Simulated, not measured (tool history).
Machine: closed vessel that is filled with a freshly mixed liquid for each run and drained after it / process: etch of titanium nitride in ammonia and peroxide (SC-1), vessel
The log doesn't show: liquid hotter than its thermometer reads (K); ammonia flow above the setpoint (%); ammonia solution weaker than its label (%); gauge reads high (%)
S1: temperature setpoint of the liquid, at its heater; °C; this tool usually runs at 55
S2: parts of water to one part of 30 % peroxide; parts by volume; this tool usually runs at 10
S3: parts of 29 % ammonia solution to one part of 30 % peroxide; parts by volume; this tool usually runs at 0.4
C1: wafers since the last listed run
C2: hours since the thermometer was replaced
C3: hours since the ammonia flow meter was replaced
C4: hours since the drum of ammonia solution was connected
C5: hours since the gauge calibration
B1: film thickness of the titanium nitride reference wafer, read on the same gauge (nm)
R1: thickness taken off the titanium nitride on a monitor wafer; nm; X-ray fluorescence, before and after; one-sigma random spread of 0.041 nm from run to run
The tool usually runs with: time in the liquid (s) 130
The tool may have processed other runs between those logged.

run 1 hour=0 | S1=55 S2=10 S3=0.4 time_in_the_liquid_(s)=130 | C1=0 C2=932.8 C3=1002.2 C4=694.6 C5=903.4 | B1=129.99 | R1=9.52
-- hour=78.5 thermometer replaced
run 2 hour=96.5 | S1=55 S2=7 S3=0.4 time_in_the_liquid_(s)=130 | C1=6295 C2=18 C3=1098.7 C4=791.1 C5=999.9 | B1=129.97 | R1=11.54
run 3 hour=203.7 | S1=55 S2=7 S3=0.4 time_in_the_liquid_(s)=130 | C1=7067 C2=125.2 C3=1205.9 C4=898.3 C5=1107.1 | B1=129.97 | R1=11.45
-- hour=283.1 new drum of ammonia solution connected
run 4 hour=294.4 | S1=55 S2=7 S3=0.4 time_in_the_liquid_(s)=130 | C1=5913 C2=215.9 C3=1296.6 C4=11.3 C5=1197.8 | B1=129.99 | R1=11.42
run 5 hour=362.9 | S1=55 S2=10 S3=0.4 time_in_the_liquid_(s)=130 | C1=4515 C2=284.4 C3=1365.1 C4=79.8 C5=1266.3 | B1=130.01 | R1=9.56
run 6 hour=424.4 | S1=55 S2=10 S3=0.4 time_in_the_liquid_(s)=130 | C1=4054 C2=345.9 C3=1426.6 C4=141.3 C5=1327.8 | B1=129.99 | R1=9.51
run 7 hour=463.7 | S1=55 S2=10 S3=0.4 time_in_the_liquid_(s)=130 | C1=2590 C2=385.2 C3=1465.9 C4=180.6 C5=1367.1 | B1=129.98 | R1=9.53
run 8 hour=546.3 | S1=58 S2=10 S3=0.4 time_in_the_liquid_(s)=130 | C1=5445 C2=467.8 C3=1548.5 C4=263.2 C5=1449.7 | B1=130.01 | R1=11.65
run 9 hour=592.2 | S1=58 S2=10 S3=0.4 time_in_the_liquid_(s)=130 | C1=3026 C2=513.7 C3=1594.4 C4=309.1 C5=1495.6 | B1=130 | R1=11.62
run 10 hour=645.2 | S1=58 S2=10 S3=0.4 time_in_the_liquid_(s)=130 | C1=3494 C2=566.7 C3=1647.4 C4=362.1 C5=1548.6 | B1=129.97 | R1=11.68
-- hour=660.8 gauge calibrated
run 11 hour=713.7 | S1=55 S2=10 S3=0.4 time_in_the_liquid_(s)=130 | C1=4515 C2=635.2 C3=1715.9 C4=430.6 C5=52.9 | B1=129.98 | R1=9.53

What does the tool deliver on the next run?
-- hour=747.5 ammonia flow meter replaced
run 12 hour=810 | S1=55 S2=13.5 S3=0.35 time_in_the_liquid_(s)=90 | C1=6282 C2=731.5 C3=62.5 C4=526.9 C5=149.2 | B1=? | R1=?

B1: 129.98
R1: 5.49 nm
Take away the tool's hidden state, keep the run-to-run variation as it was, and the same run would have given R1 5.49 nm.

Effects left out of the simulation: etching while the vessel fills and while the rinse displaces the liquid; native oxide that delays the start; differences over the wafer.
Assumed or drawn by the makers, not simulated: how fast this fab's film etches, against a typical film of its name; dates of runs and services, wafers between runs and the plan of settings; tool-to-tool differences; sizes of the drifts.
